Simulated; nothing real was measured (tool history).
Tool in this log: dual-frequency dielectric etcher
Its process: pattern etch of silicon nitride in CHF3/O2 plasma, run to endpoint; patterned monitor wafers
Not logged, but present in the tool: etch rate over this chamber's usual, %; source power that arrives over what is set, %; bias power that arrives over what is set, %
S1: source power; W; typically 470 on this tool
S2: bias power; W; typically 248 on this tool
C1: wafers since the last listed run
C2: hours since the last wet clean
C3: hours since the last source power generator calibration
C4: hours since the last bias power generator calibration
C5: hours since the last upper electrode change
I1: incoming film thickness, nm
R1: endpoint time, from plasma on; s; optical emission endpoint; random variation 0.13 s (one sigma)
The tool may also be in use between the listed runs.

run    hour   S1   S2    C1     C2      C3      C4      C5    I1    R1
  1       0  470  248     0   92.4  1551.4    2706    1273  61.5  44.6
  2    74.2  470  248   929  166.6  1625.6  2780.2  1347.2  60.7  44.2
  3   144.2  470  248   877  236.6  1695.6  2850.2  1417.2  61.8    45
  4   195.6  470  248   644    288    1747  2901.6  1468.6    61  44.5
  5   263.3  470  213   848  355.7  1814.7  2969.3  1536.3  61.3  47.4
      335.4  -- wet clean of the chamber
  6   335.9  470  213   609    0.5  1887.3  3041.9  1608.9  61.3  45.9
  7   373.1  470  295   466   37.7  1924.5  3079.1  1646.1  60.9  41.4
  8   448.2  470  295   941  112.8  1999.6  3154.2  1721.2  62.1  42.3
  9   647.4  470  295  2496    312  2198.8  3353.4  1920.4  61.2  42.6
      782.4  -- wet clean of the chamber
 10   823.5  470  248  1906   41.1  2374.9  3529.5  2096.5  61.6    45
 11   892.5  470  248   864  110.1  2443.9  3598.5  2165.5  61.2  45.1
 12  1000.3  550  275  1351  217.9  2551.7  3706.3  2273.3  60.7  40.7
 13  1043.5  550  275   541  261.1  2594.9  3749.5  2316.5  61.7  41.6
     1082.4  -- source power generator calibrated
 14  1138.8  550  275  1144  356.4    56.4  3844.8  2411.8  61.1  40.7
     1244.9  -- upper electrode replaced
 15  1245.4  410  248  1035    463     163  3951.4     0.5  61.2  47.6
     1269.6  -- wet clean of the chamber
 16  1308.2  400  292   486   38.6   225.8  4014.2    63.3  61.6  44.3
 17  1345.8  530  265   471   76.2   263.4  4051.8   100.9  61.8  41.4
 18  1392.2  420  229   581  122.6   309.8  4098.2   147.3  61.2  46.7
 19  1456.9  470  213   810  187.3   374.5  4162.9     212  61.2  46.1
 20  1540.4  420  248  1046  270.8     458  4246.4   295.5  61.1  46.1
     1554.4  -- bias power generator calibrated
 21  1614.4  470  273   877  344.8     532      60   369.5  61.2  43.1
 22  1665.4  470  193   639  395.8     583     111   420.5  61.1  48.1
     1713.6  -- wet clean of the chamber
 23  1764.1  570  248   936   50.5   681.7   209.7   519.2  61.4  40.7
 24  1857.9  410  294  1175  144.3   775.5   303.5     613  61.9  44.2
 25    1932  470  295   928  218.4   849.6   377.6   687.1    62  42.6
 26  1995.3  530  284   793  281.7   912.9   440.9   750.4  61.2  40.7
 27  2097.4  470  213  1279  383.8    1015     543   852.5  61.5  47.2
     2187.4  -- wet clean of the chamber
 28  2187.9  390  248   833    0.5  1105.5   633.5     943  61.1  47.3
 29  2251.1  470  248   792   63.7  1168.7   696.7  1006.2    61  43.8

Give the tool's hidden conditions for every run:
bias power that arrives over what is set, %: 0 on each run
H1: etch rate over this chamber's usual, %
H2: source power that arrives over what is set, %
run       H1       H2
  1   -0.632    -1.31
  2    -1.08    -1.44
  3    -1.49    -1.56
  4     -1.8    -1.66
  5    -2.21    -1.78
  6     0.15    -1.93
  7  -0.0728       -2
  8   -0.522    -2.16
  9    -1.71    -2.61
 10    -0.88    -3.04
 11    -1.29    -3.21
 12    -1.94     -3.5
 13     -2.2    -3.62
 14    -2.77    0.672
 15     -3.4    0.659
 16   0.0371    0.646
 17   -0.188    0.636
 18   -0.465    0.622
 19   -0.852    0.598
 20    -1.35    0.561
 21    -1.79    0.522
 22     -2.1    0.492
 23   -0.601    0.425
 24    -1.16    0.353
 25    -1.61    0.288
 26    -1.98    0.229
 27    -2.59    0.124
 28   -0.135   0.0216
 29   -0.512  -0.0551
